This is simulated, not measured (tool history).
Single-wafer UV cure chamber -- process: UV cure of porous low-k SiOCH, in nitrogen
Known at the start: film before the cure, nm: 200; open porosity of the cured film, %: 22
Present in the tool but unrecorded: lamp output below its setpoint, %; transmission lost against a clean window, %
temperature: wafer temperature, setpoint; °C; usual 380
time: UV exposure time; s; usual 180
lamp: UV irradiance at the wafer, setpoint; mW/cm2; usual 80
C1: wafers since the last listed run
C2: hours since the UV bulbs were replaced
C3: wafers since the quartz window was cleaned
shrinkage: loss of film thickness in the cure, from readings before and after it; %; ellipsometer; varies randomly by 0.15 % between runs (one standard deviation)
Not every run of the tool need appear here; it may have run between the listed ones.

run 1 day=0.000 | temperature=380 time=180 lamp=80 | C1=0 C2=183.5 C3=3013 | shrinkage=9.852
run 2 day=3.158 | temperature=380 time=180 lamp=80 | C1=574 C2=259.3 C3=3587 | shrinkage=9.947
-- day=5.100 quartz window cleaned
run 3 day=5.246 | temperature=380 time=180 lamp=80 | C1=318 C2=309.4 C3=26 | shrinkage=9.993
run 4 day=7.346 | temperature=380 time=180 lamp=80 | C1=381 C2=359.8 C3=407 | shrinkage=10.021
run 5 day=11.425 | temperature=395 time=180 lamp=57 | C1=741 C2=457.7 C3=1149 | shrinkage=8.688
run 6 day=14.158 | temperature=395 time=180 lamp=57 | C1=496 C2=523.3 C3=1646 | shrinkage=8.818
run 7 day=22.817 | temperature=366 time=180 lamp=80 | C1=1574 C2=731.1 C3=3220 | shrinkage=10.004
run 8 day=26.108 | temperature=366 time=180 lamp=80 | C1=598 C2=810.1 C3=3818 | shrinkage=9.604
-- day=27.625 quartz window cleaned
run 9 day=27.788 | temperature=366 time=180 lamp=80 | C1=244 C2=850.4 C3=29 | shrinkage=9.853
run 10 day=30.533 | temperature=380 time=110 lamp=100 | C1=499 C2=916.3 C3=529 | shrinkage=8.928
run 11 day=34.883 | temperature=380 time=180 lamp=80 | C1=790 C2=1020.7 C3=1319 | shrinkage=9.958
run 12 day=36.567 | temperature=380 time=180 lamp=80 | C1=306 C2=1061.1 C3=1625 | shrinkage=9.838
run 13 day=38.850 | temperature=380 time=180 lamp=80 | C1=415 C2=1115.9 C3=2040 | shrinkage=10.030
run 14 day=41.783 | temperature=380 time=180 lamp=80 | C1=533 C2=1186.3 C3=2574 | shrinkage=10.372
run 15 day=44.475 | temperature=380 time=180 lamp=80 | C1=489 C2=1250.9 C3=3063 | shrinkage=9.732
run 16 day=45.996 | temperature=380 time=180 lamp=80 | C1=276 C2=1287.4 C3=3340 | shrinkage=9.932
run 17 day=47.838 | temperature=380 time=180 lamp=80 | C1=334 C2=1331.6 C3=3674 | shrinkage=10.110
run 18 day=50.067 | temperature=380 time=180 lamp=80 | C1=405 C2=1385.1 C3=4080 | shrinkage=10.030
run 19 day=52.738 | temperature=380 time=180 lamp=80 | C1=485 C2=1449.2 C3=4565 | shrinkage=9.882
-- day=54.808 quartz window cleaned
run 20 day=54.829 | temperature=380 time=180 lamp=80 | C1=319 C2=1499.4 C3=3 | shrinkage=10.023
run 21 day=56.221 | temperature=373 time=180 lamp=69 | C1=252 C2=1532.8 C3=256 | shrinkage=9.269
run 22 day=64.779 | temperature=380 time=180 lamp=80 | C1=1555 C2=1738.2 C3=1812 | shrinkage=10.393
run 23 day=66.662 | temperature=380 time=110 lamp=117 | C1=342 C2=1783.4 C3=2154 | shrinkage=9.424
run 24 day=70.408 | temperature=364 time=110 lamp=109 | C1=680 C2=1873.3 C3=2835 | shrinkage=8.948
run 25 day=73.071 | temperature=380 time=180 lamp=80 | C1=484 C2=1937.2 C3=3319 | shrinkage=9.712
-- day=74.967 UV bulbs replaced
run 26 day=75.288 | temperature=380 time=180 lamp=80 | C1=342 C2=7.7 C3=3662 | shrinkage=10.284
-- day=77.308 quartz window cleaned
run 27 day=82.271 | temperature=380 time=275 lamp=117 | C1=1208 C2=175.3 C3=902 | shrinkage=13.970
run 28 day=85.375 | temperature=396 time=110 lamp=115 | C1=564 C2=249.8 C3=1466 | shrinkage=9.956
run 29 day=88.146 | temperature=380 time=240 lamp=92 | C1=503 C2=316.3 C3=1970 | shrinkage=11.801
run 30 day=92.000 | temperature=380 time=115 lamp=80 | C1=700 C2=408.8 C3=2670 | shrinkage=8.384
run 31 day=93.558 | temperature=380 time=260 lamp=80 | C1=283 C2=446.2 C3=2954 | shrinkage=12.062
run 32 day=95.846 | temperature=390 time=235 lamp=113 | C1=415 C2=501.1 C3=3370 | shrinkage=13.272
run 33 day=98.762 | temperature=390 time=280 lamp=80 | C1=530 C2=571.1 C3=3900 | shrinkage=12.511
-- day=102.388 quartz window cleaned
run 34 day=103.071 | temperature=380 time=180 lamp=80 | C1=722 C2=674.5 C3=124 | shrinkage=10.241
run 35 day=105.783 | temperature=374 time=125 lamp=80 | C1=493 C2=739.6 C3=617 | shrinkage=8.415
run 36 day=108.900 | temperature=397 time=270 lamp=106 | C1=566 C2=814.4 C3=1184 | shrinkage=13.485
run 37 day=113.008 | temperature=374 time=180 lamp=80 | C1=746 C2=913.0 C3=1930 | shrinkage=10.147
run 38 day=117.458 | temperature=380 time=180 lamp=66 | C1=808 C2=1019.8 C3=2739 | shrinkage=9.049
run 39 day=121.058 | temperature=380 time=180 lamp=80 | C1=654 C2=1106.2 C3=3394 | shrinkage=10.029
run 40 day=124.004 | temperature=368 time=285 lamp=80 | C1=535 C2=1176.9 C3=3929 | shrinkage=11.940
run 41 day=127.988 | temperature=394 time=230 lamp=80 | C1=724 C2=1272.5 C3=4654 | shrinkage=11.554

What was the tool's hidden state at every run in the log?
lamp output below its setpoint, %: 0 on each run
transmission lost against a clean window, %: 0 on each run

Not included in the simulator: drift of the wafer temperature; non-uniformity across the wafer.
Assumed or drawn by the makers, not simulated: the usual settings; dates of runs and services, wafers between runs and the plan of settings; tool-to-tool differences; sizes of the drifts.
